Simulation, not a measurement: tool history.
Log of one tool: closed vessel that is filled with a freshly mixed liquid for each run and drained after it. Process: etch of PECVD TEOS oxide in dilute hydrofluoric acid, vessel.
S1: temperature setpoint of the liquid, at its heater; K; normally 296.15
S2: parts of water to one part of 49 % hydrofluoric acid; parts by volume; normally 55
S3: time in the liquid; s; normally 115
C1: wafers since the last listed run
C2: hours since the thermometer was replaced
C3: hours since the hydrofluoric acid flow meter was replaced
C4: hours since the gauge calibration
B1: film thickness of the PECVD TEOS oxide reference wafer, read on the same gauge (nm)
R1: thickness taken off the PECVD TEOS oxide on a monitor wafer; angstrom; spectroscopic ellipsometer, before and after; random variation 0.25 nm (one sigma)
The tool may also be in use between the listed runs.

{"run": 1, "hour": 0.0, "S1": 296.15, "S2": 65, "S3": 115, "C1": 0, "C2": 1588.8, "C3": 1520.2, "C4": 44.7, "B1": 80.02, "R1": 305}
{"run": 2, "hour": 14.3, "S1": 296.15, "S2": 55, "S3": 115, "C1": 1419, "C2": 1603.1, "C3": 1534.5, "C4": 59, "B1": 80.02, "R1": 364.8}
{"run": 3, "hour": 31.6, "S1": 296.15, "S2": 55, "S3": 115, "C1": 1717, "C2": 1620.4, "C3": 1551.8, "C4": 76.3, "B1": 79.96, "R1": 360.4}
{"run": 4, "hour": 49.1, "S1": 296.15, "S2": 55, "S3": 115, "C1": 1737, "C2": 1637.9, "C3": 1569.3, "C4": 93.8, "B1": 79.98, "R1": 365.7}
{"run": 5, "hour": 79.6, "S1": 296.15, "S2": 55, "S3": 115, "C1": 3028, "C2": 1668.4, "C3": 1599.8, "C4": 124.3, "B1": 80, "R1": 363.2}
{"run": 6, "hour": 91.8, "S1": 296.15, "S2": 55, "S3": 115, "C1": 1211, "C2": 1680.6, "C3": 1612, "C4": 136.5, "B1": 79.99, "R1": 363.2}
{"run": 7, "hour": 107.5, "S1": 296.15, "S2": 35, "S3": 115, "C1": 1559, "C2": 1696.3, "C3": 1627.7, "C4": 152.2, "B1": 79.99, "R1": 587}
{"run": 8, "hour": 154.7, "S1": 296.15, "S2": 35, "S3": 115, "C1": 4686, "C2": 1743.5, "C3": 1674.9, "C4": 199.4, "B1": 79.99, "R1": 590.8}
{"run": 9, "hour": 161.1, "S1": 296.15, "S2": 75, "S3": 115, "C1": 635, "C2": 1749.9, "C3": 1681.3, "C4": 205.8, "B1": 80.02, "R1": 260.7}
{"run": 10, "hour": 176.3, "S1": 296.15, "S2": 75, "S3": 115, "C1": 1509, "C2": 1765.1, "C3": 1696.5, "C4": 221, "B1": 79.99, "R1": 265.1}
{"run": 11, "hour": 187.3, "S1": 296.15, "S2": 75, "S3": 115, "C1": 1092, "C2": 1776.1, "C3": 1707.5, "C4": 232, "B1": 80.02, "R1": 262.9}
{"run": 12, "hour": 201.2, "S1": 296.15, "S2": 55, "S3": 115, "C1": 1380, "C2": 1790, "C3": 1721.4, "C4": 245.9, "B1": 80.01, "R1": 372.8}
{"run": 13, "hour": 209.5, "S1": 294.15, "S2": 40, "S3": 80, "C1": 824, "C2": 1798.3, "C3": 1729.7, "C4": 254.2, "B1": 80.02, "R1": 332.8}
{"run": 14, "hour": 227.2, "S1": 296.15, "S2": 55, "S3": 115, "C1": 1757, "C2": 1816, "C3": 1747.4, "C4": 271.9, "B1": 79.98, "R1": 369.2}
{"run": 15, "hour": 237.6, "S1": 296.15, "S2": 55, "S3": 140, "C1": 1032, "C2": 1826.4, "C3": 1757.8, "C4": 282.3, "B1": 79.97, "R1": 441.8}
{"run": 16, "hour": 245.2, "S1": 296.15, "S2": 45, "S3": 140, "C1": 754, "C2": 1834, "C3": 1765.4, "C4": 289.9, "B1": 80, "R1": 551.5}
{"hour": 253.4, "done": "hydrofluoric acid flow meter replaced"}
{"run": 17, "hour": 261.2, "S1": 294.65, "S2": 80, "S3": 95, "C1": 1489, "C2": 1850, "C3": 7.8, "C4": 305.9, "B1": 80, "R1": 167.2}
{"hour": 272.2, "done": "gauge calibrated"}
{"run": 18, "hour": 278.3, "S1": 293.15, "S2": 45, "S3": 60, "C1": 1698, "C2": 1867.1, "C3": 24.9, "C4": 6.1, "B1": 80.02, "R1": 186.3}
{"run": 19, "hour": 293.8, "S1": 292.65, "S2": 45, "S3": 60, "C1": 1539, "C2": 1882.6, "C3": 40.4, "C4": 21.6, "B1": 79.98, "R1": 183.4}
{"run": 20, "hour": 305.6, "S1": 296.15, "S2": 55, "S3": 115, "C1": 1171, "C2": 1894.4, "C3": 52.2, "C4": 33.4, "B1": 79.96, "R1": 329}
{"run": 21, "hour": 318.0, "S1": 296.15, "S2": 40, "S3": 90, "C1": 1231, "C2": 1906.8, "C3": 64.6, "C4": 45.8, "B1": 80.01, "R1": 359.8}
{"run": 22, "hour": 331.7, "S1": 296.15, "S2": 45, "S3": 115, "C1": 1360, "C2": 1920.5, "C3": 78.3, "C4": 59.5, "B1": 80.01, "R1": 411.6}
{"run": 23, "hour": 340.8, "S1": 296.15, "S2": 85, "S3": 115, "C1": 903, "C2": 1929.6, "C3": 87.4, "C4": 68.6, "B1": 80.01, "R1": 207.1}
{"run": 24, "hour": 353.0, "S1": 296.15, "S2": 55, "S3": 115, "C1": 1211, "C2": 1941.8, "C3": 99.6, "C4": 80.8, "B1": 79.95, "R1": 335.1}
{"run": 25, "hour": 370.4, "S1": 300.65, "S2": 85, "S3": 75, "C1": 1727, "C2": 1959.2, "C3": 117, "C4": 98.2, "B1": 80.01, "R1": 158.9}
{"hour": 372.9, "done": "thermometer replaced"}
{"run": 26, "hour": 380.7, "S1": 296.15, "S2": 30, "S3": 85, "C1": 923, "C2": 7.8, "C3": 127.3, "C4": 108.5, "B1": 79.99, "R1": 468.6}
{"run": 27, "hour": 396.5, "S1": 296.15, "S2": 55, "S3": 115, "C1": 1568, "C2": 23.6, "C3": 143.1, "C4": 124.3, "B1": 79.95, "R1": 336.1}
{"run": 28, "hour": 412.6, "S1": 293.65, "S2": 65, "S3": 55, "C1": 1598, "C2": 39.7, "C3": 159.2, "C4": 140.4, "B1": 79.98, "R1": 119.9}
{"run": 29, "hour": 427.2, "S1": 294.15, "S2": 40, "S3": 80, "C1": 1449, "C2": 54.3, "C3": 173.8, "C4": 155, "B1": 79.98, "R1": 299.7}
{"run": 30, "hour": 438.7, "S1": 293.65, "S2": 40, "S3": 70, "C1": 1141, "C2": 65.8, "C3": 185.3, "C4": 166.5, "B1": 79.98, "R1": 258.3}
{"run": 31, "hour": 455.9, "S1": 296.15, "S2": 55, "S3": 55, "C1": 1707, "C2": 83, "C3": 202.5, "C4": 183.7, "B1": 79.99, "R1": 160.1}
{"run": 32, "hour": 472.0, "S1": 296.15, "S2": 55, "S3": 115, "C1": 1598, "C2": 99.1, "C3": 218.6, "C4": 199.8, "B1": 80.04, "R1": 334.3}
{"run": 33, "hour": 489.0, "S1": 297.65, "S2": 80, "S3": 150, "C1": 1688, "C2": 116.1, "C3": 235.6, "C4": 216.8, "B1": 80.04, "R1": 306}
{"run": 34, "hour": 502.5, "S1": 296.15, "S2": 55, "S3": 115, "C1": 1340, "C2": 129.6, "C3": 249.1, "C4": 230.3, "B1": 79.99, "R1": 337}

3 options for the next run, each taken on its own from the tool as it stands now. Forecast them:
{"run": "A", "hour": 503.2, "S1": 296.15, "S2": 55, "S3": 115, "C1": 69, "C2": 130.3, "C3": 249.8, "C4": 231, "B1": "?", "R1": "?"}
{"run": "B", "hour": 503.2, "S1": 296.15, "S2": 25, "S3": 115, "C1": 69, "C2": 130.3, "C3": 249.8, "C4": 231, "B1": "?", "R1": "?"}
{"run": "C", "hour": 503.2, "S1": 293.65, "S2": 55, "S3": 115, "C1": 69, "C2": 130.3, "C3": 249.8, "C4": 231, "B1": "?", "R1": "?"}

run=A B1=79.96 R1=333.4
run=B B1=79.96 R1=762
run=C B1=79.96 R1=300.4
Without the tool's unlogged condition, the same runs would have read:
run=A R1=322.4
run=B R1=737.5
run=C R1=290.4

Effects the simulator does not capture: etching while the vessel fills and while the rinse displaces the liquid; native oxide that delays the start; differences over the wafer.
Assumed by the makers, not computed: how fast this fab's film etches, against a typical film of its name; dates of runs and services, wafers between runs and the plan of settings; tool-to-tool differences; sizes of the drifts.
